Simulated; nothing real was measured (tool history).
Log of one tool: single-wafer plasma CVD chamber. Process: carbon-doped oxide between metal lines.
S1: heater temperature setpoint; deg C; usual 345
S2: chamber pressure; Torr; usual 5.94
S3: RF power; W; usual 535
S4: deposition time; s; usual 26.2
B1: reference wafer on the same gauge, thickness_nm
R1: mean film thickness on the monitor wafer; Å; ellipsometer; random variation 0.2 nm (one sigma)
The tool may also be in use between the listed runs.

run,hour,S1,S2,S3,S4,B1,R1
1,0.0,345,5.94,535,26.2,119.004,1330.18
2,27.8,345,5.94,535,26.2,119.064,1332.08
3,51.3,345,5.94,535,26.2,119.009,1326.91
4,65.0,345,4.80,535,25.1,118.972,1248.92
5,89.5,345,4.80,535,25.1,119.023,1248.66
6,107.8,345,4.80,535,25.1,119.047,1245.58
7,123.9,345,5.94,615,26.2,119.014,1455.03
8,153.4,345,5.94,615,26.2,118.976,1456.35
9,180.4,345,5.94,580,26.2,118.967,1392.48
10,199.6,356,6.71,535,26.2,118.986,1292.57

Forecast run 11:
11,229.8,345,5.94,535,26.2,?,?

{"run 11": {"B1": 118.966, "R1": 1317.24}}
Without the tool's hidden state the same run would have given R1 1362.02 Å.
